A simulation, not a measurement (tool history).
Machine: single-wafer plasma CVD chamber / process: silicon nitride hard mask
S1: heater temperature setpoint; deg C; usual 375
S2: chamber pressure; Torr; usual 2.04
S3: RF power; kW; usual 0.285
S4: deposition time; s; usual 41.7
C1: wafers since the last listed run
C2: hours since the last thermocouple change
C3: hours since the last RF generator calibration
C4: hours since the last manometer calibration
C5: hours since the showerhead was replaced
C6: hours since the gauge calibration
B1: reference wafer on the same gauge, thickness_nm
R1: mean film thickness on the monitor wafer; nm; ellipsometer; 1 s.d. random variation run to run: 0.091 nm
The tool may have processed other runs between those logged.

| run | day | S1 | S2 | S3 | S4 | C1 | C2 | C3 | C4 | C5 | C6 | B1 | R1 |
|---|---|---|---|---|---|---|---|---|---|---|---|---|---|
| 1 | 0.000 | 375 | 2.04 | 0.285 | 41.7 | 0 | 2106.8 | 1824.4 | 712.3 | 8413.3 | 40.6 | 57.592 | 45.200 |
| 2 | 1.704 | 375 | 2.04 | 0.285 | 41.7 | 928 | 2147.7 | 1865.3 | 753.2 | 8454.2 | 81.5 | 57.590 | 45.249 |
| 3 | 2.200 | 375 | 2.04 | 0.285 | 41.7 | 270 | 2159.6 | 1877.2 | 765.1 | 8466.1 | 93.4 | 57.580 | 45.189 |
| 4 | 2.796 | 375 | 2.04 | 0.285 | 41.7 | 324 | 2173.9 | 1891.5 | 779.4 | 8480.4 | 107.7 | 57.600 | 45.149 |
| 5 | 3.371 | 375 | 2.04 | 0.285 | 41.7 | 313 | 2187.7 | 1905.3 | 793.2 | 8494.2 | 121.5 | 57.577 | 45.218 |
| 6 | 3.825 | 375 | 2.04 | 0.285 | 41.7 | 247 | 2198.6 | 1916.2 | 804.1 | 8505.1 | 132.4 | 57.593 | 45.113 |
|  | 4.429 | thermocouple changed; heater temperature recalibrated |
| 7 | 4.450 | 375 | 2.04 | 0.285 | 41.7 | 158 | 0.5 | 1931.2 | 819.1 | 8520.1 | 147.4 | 57.601 | 45.184 |
| 8 | 4.462 | 375 | 2.04 | 0.285 | 41.7 | 6 | 0.8 | 1931.5 | 819.4 | 8520.4 | 147.7 | 57.596 | 45.299 |
| 9 | 5.700 | 375 | 2.04 | 0.285 | 41.7 | 674 | 30.5 | 1961.2 | 849.1 | 8550.1 | 177.4 | 57.593 | 45.148 |
|  | 6.054 | RF generator calibrated |
| 10 | 6.075 | 367 | 1.59 | 0.285 | 37.9 | 22 | 39.5 | 0.5 | 858.1 | 8559.1 | 186.4 | 57.564 | 41.534 |
| 11 | 6.479 | 375 | 2.04 | 0.285 | 41.7 | 220 | 49.2 | 10.2 | 867.8 | 8568.8 | 196.1 | 57.573 | 48.150 |
| 12 | 7.158 | 380 | 2.50 | 0.285 | 41.7 | 370 | 65.5 | 26.5 | 884.1 | 8585.1 | 212.4 | 57.579 | 49.539 |
|  | 7.683 | showerhead replaced |
| 13 | 7.704 | 365 | 2.04 | 0.285 | 41.7 | 115 | 78.6 | 39.6 | 897.2 | 0.5 | 225.5 | 57.606 | 48.004 |
| 14 | 8.004 | 366 | 2.04 | 0.335 | 35.4 | 163 | 85.8 | 46.8 | 904.4 | 7.7 | 232.7 | 57.587 | 46.155 |
|  | 8.121 | gauge calibrated |
| 15 | 8.362 | 380 | 2.50 | 0.285 | 41.7 | 195 | 94.4 | 55.4 | 913.0 | 16.3 | 5.8 | 57.620 | 49.755 |
|  | 8.908 | capacitance manometer re-zeroed and calibrated |
| 16 | 8.929 | 366 | 1.78 | 0.240 | 41.7 | 127 | 108.0 | 69.0 | 0.5 | 29.9 | 19.4 | 57.619 | 40.287 |
| 17 | 10.942 | 366 | 1.91 | 0.285 | 41.7 | 1096 | 156.3 | 117.3 | 48.8 | 78.2 | 67.7 | 57.604 | 47.300 |
| 18 | 11.367 | 385 | 2.24 | 0.235 | 49.0 | 231 | 166.5 | 127.5 | 59.0 | 88.4 | 77.9 | 57.589 | 47.675 |

3 options for the next run, each taken on its own from the tool as it stands now. Forecast them:
| A | 11.383 | 364 | 2.04 | 0.285 | 41.7 | 9 | 166.9 | 127.9 | 59.4 | 88.8 | 78.3 | ? | ? |
| B | 11.383 | 375 | 2.54 | 0.285 | 47.4 | 9 | 166.9 | 127.9 | 59.4 | 88.8 | 78.3 | ? | ? |
| C | 11.383 | 375 | 2.47 | 0.265 | 35.5 | 9 | 166.9 | 127.9 | 59.4 | 88.8 | 78.3 | ? | ? |

| run | B1 | R1 |
|---|---|---|
| A | 57.575 | 47.687 |
| B | 57.575 | 56.330 |
| C | 57.575 | 39.485 |
Had the tool no hidden state, the same runs would have come out as:
| run | R1 |
|---|---|
| A | 48.767 |
| B | 57.606 |
| C | 40.415 |
